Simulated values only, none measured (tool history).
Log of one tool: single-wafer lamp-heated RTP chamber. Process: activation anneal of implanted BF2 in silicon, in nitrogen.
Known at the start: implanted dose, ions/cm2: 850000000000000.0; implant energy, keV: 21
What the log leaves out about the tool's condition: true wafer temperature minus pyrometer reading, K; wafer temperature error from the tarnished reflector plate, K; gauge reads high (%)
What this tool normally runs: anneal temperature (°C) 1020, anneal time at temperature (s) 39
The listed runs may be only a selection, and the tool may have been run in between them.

run	hour	anneal temperature (°C)	anneal time at temperature (s)	wafers since the last listed run	wafers since the last pyrometer calibration	wafers since the reflector plate was cleaned	hours since the gauge calibration	read-back reference wafer on the same gauge, sheet resistance	sheet resistance of the implanted and annealed layer (ohm/square)
1	0	1020	39	0	8191	1599	437.3	134.11	158.88
2	44.5	1008	56	679	8870	2279	481.8	134.07	160.83
# hour 87.5: pyrometer window cleaned and pyrometer calibrated
3	133.1	1012	39	1230	697	3510	570.4	133.91	165.03
4	239.5	1012	39	1624	2322	5134	676.8	133.9	164.01
# hour 252.1: reflector plate cleaned
5	303.7	1026	51	858	3180	788	741	134.05	151.74
6	383	1026	51	1211	4391	1999	820.3	133.92	151.29
7	471.9	1031	50	1357	5749	3356	909.2	133.99	149.68
8	516.8	1031	50	685	6434	4042	954.1	134.06	149.88
9	616	1020	39	1514	7949	5557	1053.3	133.97	157.47
# hour 694.9: reflector plate cleaned
# hour 730.8: pyrometer window cleaned and pyrometer calibrated
10	732.5	1020	39	1534	25	452	1169.8	134.07	155.63
# hour 775.1: gauge calibrated
11	818.6	1020	39	1314	1340	1767	43.5	133.96	154.85
12	880.6	1020	39	946	2287	2714	105.5	134.09	156.64
# hour 973.9: reflector plate cleaned, repeated, since the last time left the tool worse
13	982.2	1020	39	1429	3716	127	207.1	133.92	161.38
14	1047.7	1020	18	1000	4717	1127	272.6	133.95	172.74
15	1143.5	999	50	1463	6180	2590	368.4	133.89	169.54
16	1211.9	1010	21	1044	7224	3635	436.8	133.99	176.88
# hour 1237.8: pyrometer window cleaned and pyrometer calibrated
17	1278.8	991	39	899	626	4534	503.7	133.95	181.7
18	1353.7	1011	31	1143	1770	5678	578.6	134.26	169.91
# hour 1382.4: reflector plate cleaned
19	1406	1048	54	676	2446	360	630.9	134.03	143.1
20	1461.6	1020	39	849	3295	1209	686.5	133.92	160.88
21	1567.9	1020	39	1623	4919	2832	792.8	133.83	159.32
22	1607.2	1001	33	600	5519	3433	832.1	133.97	174.52
23	1711.5	996	39	1592	7112	5026	936.4	133.92	175.75
# hour 1742.9: pyrometer window cleaned and pyrometer calibrated
24	1758.9	1020	39	601	245	5627	983.8	134.05	158.14
# hour 1802.8: reflector plate cleaned
25	1865.9	1044	21	1511	1756	963	1090.8	133.95	156.8

What does the tool deliver on the next run?
26	1967.4	995	54	1550	3307	2514	1192.3	?	?

Run 26 gave read-back reference wafer on the same gauge, sheet resistance 133.85, sheet resistance of the implanted and annealed layer (ohm/square) 170.16.
With no hidden state in the tool, this same run would have given sheet resistance of the implanted and annealed layer (ohm/square) 173.21.

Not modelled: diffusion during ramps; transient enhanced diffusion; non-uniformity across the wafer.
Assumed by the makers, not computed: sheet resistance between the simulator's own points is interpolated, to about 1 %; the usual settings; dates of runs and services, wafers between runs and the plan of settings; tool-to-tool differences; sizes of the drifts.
